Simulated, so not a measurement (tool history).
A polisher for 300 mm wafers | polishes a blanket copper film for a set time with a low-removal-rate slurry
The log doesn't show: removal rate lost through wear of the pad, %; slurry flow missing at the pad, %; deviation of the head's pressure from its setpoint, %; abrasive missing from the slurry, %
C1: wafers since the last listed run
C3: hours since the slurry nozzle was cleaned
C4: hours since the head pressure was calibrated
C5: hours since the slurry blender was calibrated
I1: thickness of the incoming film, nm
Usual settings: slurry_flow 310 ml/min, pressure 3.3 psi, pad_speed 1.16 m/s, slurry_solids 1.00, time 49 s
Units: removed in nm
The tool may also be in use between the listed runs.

run 1 hour=0.0 | slurry_flow=360 pressure=3.3 pad_speed=1.16 slurry_solids=1.00 time=49 | C1=0 wafers_polished_on_this_pad=2688 C3=109.7 C4=972.8 C5=154.4 | I1=1267.9 | removed=216.4
-- hour=5.6 worn pad replaced by a new one
run 2 hour=20.1 | slurry_flow=360 pressure=3.3 pad_speed=1.16 slurry_solids=1.00 time=49 | C1=201 wafers_polished_on_this_pad=182 C3=129.8 C4=992.9 C5=174.5 | I1=1270.4 | removed=215.4
run 3 hour=46.2 | slurry_flow=310 pressure=3.3 pad_speed=1.16 slurry_solids=1.00 time=49 | C1=327 wafers_polished_on_this_pad=509 C3=155.9 C4=1019.0 C5=200.6 | I1=1286.9 | removed=213.1
run 4 hour=76.5 | slurry_flow=310 pressure=2.5 pad_speed=1.16 slurry_solids=1.00 time=61 | C1=379 wafers_polished_on_this_pad=888 C3=186.2 C4=1049.3 C5=230.9 | I1=1253.2 | removed=215.4
-- hour=93.4 slurry blender recalibrated
run 5 hour=98.0 | slurry_flow=310 pressure=2.5 pad_speed=1.16 slurry_solids=1.00 time=61 | C1=244 wafers_polished_on_this_pad=1133 C3=207.7 C4=1070.8 C5=4.6 | I1=1256.8 | removed=216.0
run 6 hour=125.9 | slurry_flow=310 pressure=2.4 pad_speed=1.16 slurry_solids=0.90 time=49 | C1=349 wafers_polished_on_this_pad=1482 C3=235.6 C4=1098.7 C5=32.5 | I1=1273.3 | removed=164.7
run 7 hour=145.3 | slurry_flow=310 pressure=3.3 pad_speed=1.16 slurry_solids=1.20 time=49 | C1=243 wafers_polished_on_this_pad=1725 C3=255.0 C4=1118.1 C5=51.9 | I1=1276.9 | removed=218.0
run 8 hour=173.8 | slurry_flow=310 pressure=3.3 pad_speed=1.16 slurry_solids=1.20 time=49 | C1=357 wafers_polished_on_this_pad=2083 C3=283.5 C4=1146.6 C5=80.4 | I1=1274.4 | removed=216.1
run 9 hour=195.3 | slurry_flow=310 pressure=3.3 pad_speed=1.16 slurry_solids=0.80 time=49 | C1=269 wafers_polished_on_this_pad=2352 C3=305.0 C4=1168.1 C5=101.9 | I1=1268.8 | removed=202.9
run 10 hour=220.2 | slurry_flow=375 pressure=2.8 pad_speed=1.16 slurry_solids=1.00 time=49 | C1=312 wafers_polished_on_this_pad=2664 C3=329.9 C4=1193.0 C5=126.8 | I1=1281.9 | removed=192.0
-- hour=226.9 worn pad replaced by a new one
run 11 hour=254.4 | slurry_flow=310 pressure=4.4 pad_speed=1.16 slurry_solids=1.00 time=49 | C1=378 wafers_polished_on_this_pad=344 C3=364.1 C4=1227.2 C5=161.0 | I1=1253.6 | removed=260.1
run 12 hour=267.7 | slurry_flow=275 pressure=3.3 pad_speed=0.94 slurry_solids=0.75 time=56 | C1=166 wafers_polished_on_this_pad=511 C3=377.4 C4=1240.5 C5=174.3 | I1=1298.2 | removed=180.9
run 13 hour=291.5 | slurry_flow=310 pressure=4.2 pad_speed=1.16 slurry_solids=1.00 time=65 | C1=298 wafers_polished_on_this_pad=809 C3=401.2 C4=1264.3 C5=198.1 | I1=1273.0 | removed=337.3
run 14 hour=309.3 | slurry_flow=400 pressure=3.3 pad_speed=1.48 slurry_solids=1.00 time=55 | C1=223 wafers_polished_on_this_pad=1032 C3=419.0 C4=1282.1 C5=215.9 | I1=1277.6 | removed=306.3
-- hour=324.9 slurry blender recalibrated
run 15 hour=333.0 | slurry_flow=375 pressure=2.8 pad_speed=1.16 slurry_solids=1.00 time=49 | C1=271 wafers_polished_on_this_pad=1304 C3=442.7 C4=1305.8 C5=8.1 | I1=1283.4 | removed=187.3
run 16 hour=345.1 | slurry_flow=310 pressure=3.3 pad_speed=1.32 slurry_solids=1.30 time=36 | C1=151 wafers_polished_on_this_pad=1456 C3=454.8 C4=1317.9 C5=20.2 | I1=1273.0 | removed=183.9
run 17 hour=372.0 | slurry_flow=310 pressure=3.3 pad_speed=1.16 slurry_solids=1.00 time=49 | C1=337 wafers_polished_on_this_pad=1793 C3=481.7 C4=1344.8 C5=47.1 | I1=1263.6 | removed=206.8
run 18 hour=401.3 | slurry_flow=310 pressure=3.3 pad_speed=1.16 slurry_solids=1.00 time=49 | C1=367 wafers_polished_on_this_pad=2160 C3=511.0 C4=1374.1 C5=76.4 | I1=1292.4 | removed=203.2
run 19 hour=437.3 | slurry_flow=205 pressure=3.3 pad_speed=1.16 slurry_solids=1.00 time=49 | C1=451 wafers_polished_on_this_pad=2611 C3=547.0 C4=1410.1 C5=112.4 | I1=1260.5 | removed=189.7
-- hour=439.8 head pressure recalibrated
-- hour=456.2 worn pad replaced by a new one
run 20 hour=467.1 | slurry_flow=310 pressure=3.9 pad_speed=1.16 slurry_solids=1.25 time=49 | C1=298 wafers_polished_on_this_pad=136 C3=576.8 C4=27.3 C5=142.2 | I1=1277.0 | removed=243.0
-- hour=489.1 slurry nozzle cleaned
run 21 hour=501.1 | slurry_flow=310 pressure=3.3 pad_speed=1.16 slurry_solids=0.90 time=49 | C1=413 wafers_polished_on_this_pad=550 C3=12.0 C4=61.3 C5=176.2 | I1=1264.7 | removed=209.6
run 22 hour=532.6 | slurry_flow=275 pressure=3.3 pad_speed=0.94 slurry_solids=0.75 time=56 | C1=394 wafers_polished_on_this_pad=944 C3=43.5 C4=92.8 C5=207.7 | I1=1268.0 | removed=187.2
run 23 hour=549.3 | slurry_flow=410 pressure=2.2 pad_speed=1.16 slurry_solids=0.75 time=56 | C1=209 wafers_polished_on_this_pad=1154 C3=60.2 C4=109.5 C5=224.4 | I1=1270.2 | removed=180.6
run 24 hour=564.7 | slurry_flow=310 pressure=3.3 pad_speed=1.16 slurry_solids=1.00 time=49 | C1=192 wafers_polished_on_this_pad=1347 C3=75.6 C4=124.9 C5=239.8 | I1=1279.8 | removed=215.6
-- hour=567.3 slurry blender recalibrated
run 25 hour=581.1 | slurry_flow=310 pressure=3.3 pad_speed=1.34 slurry_solids=1.00 time=49 | C1=180 wafers_polished_on_this_pad=1527 C3=92.0 C4=141.3 C5=13.8 | I1=1298.1 | removed=243.4
run 26 hour=613.9 | slurry_flow=350 pressure=3.3 pad_speed=1.42 slurry_solids=1.15 time=34 | C1=410 wafers_polished_on_this_pad=1938 C3=124.8 C4=174.1 C5=46.6 | I1=1247.3 | removed=187.4
run 27 hour=634.1 | slurry_flow=220 pressure=4.2 pad_speed=1.40 slurry_solids=1.15 time=49 | C1=253 wafers_polished_on_this_pad=2191 C3=145.0 C4=194.3 C5=66.8 | I1=1295.9 | removed=304.0
run 28 hour=661.6 | slurry_flow=230 pressure=3.3 pad_speed=1.16 slurry_solids=1.00 time=49 | C1=344 wafers_polished_on_this_pad=2536 C3=172.5 C4=221.8 C5=94.3 | I1=1291.3 | removed=204.8
run 29 hour=674.8 | slurry_flow=255 pressure=3.9 pad_speed=1.16 slurry_solids=0.90 time=49 | C1=165 wafers_polished_on_this_pad=2701 C3=185.7 C4=235.0 C5=107.5 | I1=1277.1 | removed=232.0
run 30 hour=696.7 | slurry_flow=210 pressure=2.5 pad_speed=0.96 slurry_solids=1.20 time=49 | C1=274 wafers_polished_on_this_pad=2975 C3=207.6 C4=256.9 C5=129.4 | I1=1282.2 | removed=140.4
-- hour=704.8 worn pad replaced by a new one
run 31 hour=727.7 | slurry_flow=260 pressure=3.3 pad_speed=0.94 slurry_solids=1.25 time=42 | C1=338 wafers_polished_on_this_pad=286 C3=238.6 C4=287.9 C5=160.4 | I1=1255.9 | removed=147.9

3 ways to go on from here, each from the tool as it stands after run 31. What would each give?
run A hour=728.1 | slurry_flow=310 pressure=4.0 pad_speed=1.16 slurry_solids=1.00 time=49 | C1=5 wafers_polished_on_this_pad=291 C3=239.0 C4=288.3 C5=160.8 | I1=1289.8 | removed=?
run B hour=728.1 | slurry_flow=220 pressure=3.3 pad_speed=1.28 slurry_solids=1.15 time=60 | C1=5 wafers_polished_on_this_pad=291 C3=239.0 C4=288.3 C5=160.8 | I1=1289.8 | removed=?
run C hour=728.1 | slurry_flow=205 pressure=4.4 pad_speed=1.16 slurry_solids=1.00 time=49 | C1=5 wafers_polished_on_this_pad=291 C3=239.0 C4=288.3 C5=160.8 | I1=1289.8 | removed=?

run=A removed=245.6
run=B removed=280.0
run=C removed=249.4
Without the tool's hidden state the same runs would have given:
run=A removed=249.8
run=B removed=286.9
run=C removed=256.0
